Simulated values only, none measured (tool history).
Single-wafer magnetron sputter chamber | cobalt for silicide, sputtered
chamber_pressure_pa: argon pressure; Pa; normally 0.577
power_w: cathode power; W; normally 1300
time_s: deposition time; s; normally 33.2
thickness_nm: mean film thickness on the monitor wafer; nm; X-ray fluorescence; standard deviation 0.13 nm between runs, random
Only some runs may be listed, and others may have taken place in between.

run    hour  chamber_pressure_pa  power_w  time_s  wafers since the last listed run  wafers on the sputter target  hours since the last manometer calibration  hours since the magnet pack was replaced  hours since the gauge calibration  read-back reference wafer on the same gauge, thickness_nm  thickness_nm
  1     0.0                0.577     1300    33.2                                 0                          1470                                       792.6                                    6069.7                             1028.2                                                     22.187        22.819
  2   105.8                0.577     1300    33.2                              2471                          3941                                       898.4                                    6175.5                             1134.0                                                     22.214        22.257
      264.9  -- sputter target and shields replaced
  3   265.8                0.577     1300    33.2                              3550                            21                                      1058.4                                    6335.5                             1294.0                                                     22.203        22.704
      302.4  -- capacitance manometer re-zeroed and calibrated
  4   352.9                0.577     1300    33.2                              1847                          1869                                        50.5                                    6422.6                             1381.1                                                     22.190        22.726
  5   389.3                0.577     1300    33.2                               850                          2719                                        86.9                                    6459.0                             1417.5                                                     22.205        22.363
  6   431.7                0.577     1300    33.2                               990                          3709                                       129.3                                    6501.4                             1459.9                                                     22.200        22.349
  7   494.6                0.577     1300    33.2                              1469                          5179                                       192.2                                    6564.3                             1522.8                                                     22.216        22.026
  8   559.4                0.577     1300    33.2                              1513                          6692                                       257.0                                    6629.1                             1587.6                                                     22.196        21.686
      640.4  -- sputter target and shields replaced
  9   641.3                0.577     1300    33.2                              1726                            20                                       338.9                                    6711.0                             1669.5                                                     22.213        22.797
 10   707.5                0.628     1300    33.2                              1546                          1566                                       405.1                                    6777.2                             1735.7                                                     22.211        22.163
 11   796.7                0.628     1300    33.2                              2083                          3650                                       494.3                                    6866.4                             1824.9                                                     22.233        21.952
 12   874.3                0.628     1300    33.2                              1812                          5462                                       571.9                                    6944.0                             1902.5                                                     22.222        21.700
 13   918.0                0.728     1300    39.7                              1020                          6483                                       615.6                                    6987.7                             1946.2                                                     22.190        24.294
     1050.6  -- sputter target and shields replaced
 14  1053.5                0.577     1300    33.2                              2978                            67                                       751.1                                    7123.2                             2081.7                                                     22.206        22.781
     1069.1  -- gauge calibrated
 15  1127.9                0.373     1100    28.0                              1737                          1805                                       825.5                                    7197.6                               58.8                                                     22.216        18.136
 16  1205.1                0.577     1300    33.2                              1803                          3608                                       902.7                                    7274.8                              136.0                                                     22.174        22.363
     1218.9  -- magnet pack replaced
 17  1245.2                0.443     1200    28.3                               749                          4358                                       942.8                                      26.3                              176.1                                                     22.196        19.006
     1313.0  -- capacitance manometer re-zeroed and calibrated
 18  1313.5                0.735     1050    29.3                              1408                          5766                                         0.5                                      94.6                              244.4                                                     22.228        14.513
     1374.8  -- sputter target and shields replaced
 19  1392.7                0.577     1300    33.2                              1663                           417                                        79.7                                     173.8                              323.6                                                     22.256        22.841
 20  1436.0                0.426     1600    35.6                              1011                          1428                                       123.0                                     217.1                              366.9                                                     22.145        32.396
 21  1712.9                0.577     1300    37.0                              6468                          7896                                       399.9                                     494.0                              643.8                                                     22.208        23.846
 22  1766.9                0.414     1300    39.1                              1261                          9157                                       453.9                                     548.0                              697.8                                                     22.198        26.912
     1805.7  -- sputter target and shields replaced
 23  1828.6                0.758     1300    30.5                              1254                           535                                       515.6                                     609.7                              759.5                                                     22.207        19.055
 24  1879.1                0.577     1400    33.2                              1179                          1715                                       566.1                                     660.2                              810.0                                                     22.184        24.519

Forecast each of these 4 alternatives for the next run:
  A  1879.5                0.577     1300    33.2                                 9                          1724                                       566.5                                     660.6                              810.4                                                          ?             ?
  B  1879.5                0.367     1550    28.3                                 9                          1724                                       566.5                                     660.6                              810.4                                                          ?             ?
  C  1879.5                0.577     1550    33.2                                 9                          1724                                       566.5                                     660.6                              810.4                                                          ?             ?
  D  1879.5                0.403     1300    27.1                                 9                          1724                                       566.5                                     660.6                              810.4                                                          ?             ?

run  read-back reference wafer on the same gauge, thickness_nm  thickness_nm
  A                                                     22.178        22.861
  B                                                     22.178        25.960
  C                                                     22.178        27.258
  D                                                     22.178        20.450
The same runs, with their run-to-run variation unchanged, on a tool lacking any hidden condition would have given:
run  thickness_nm
  A        23.018
  B        26.138
  C        27.445
  D        20.591

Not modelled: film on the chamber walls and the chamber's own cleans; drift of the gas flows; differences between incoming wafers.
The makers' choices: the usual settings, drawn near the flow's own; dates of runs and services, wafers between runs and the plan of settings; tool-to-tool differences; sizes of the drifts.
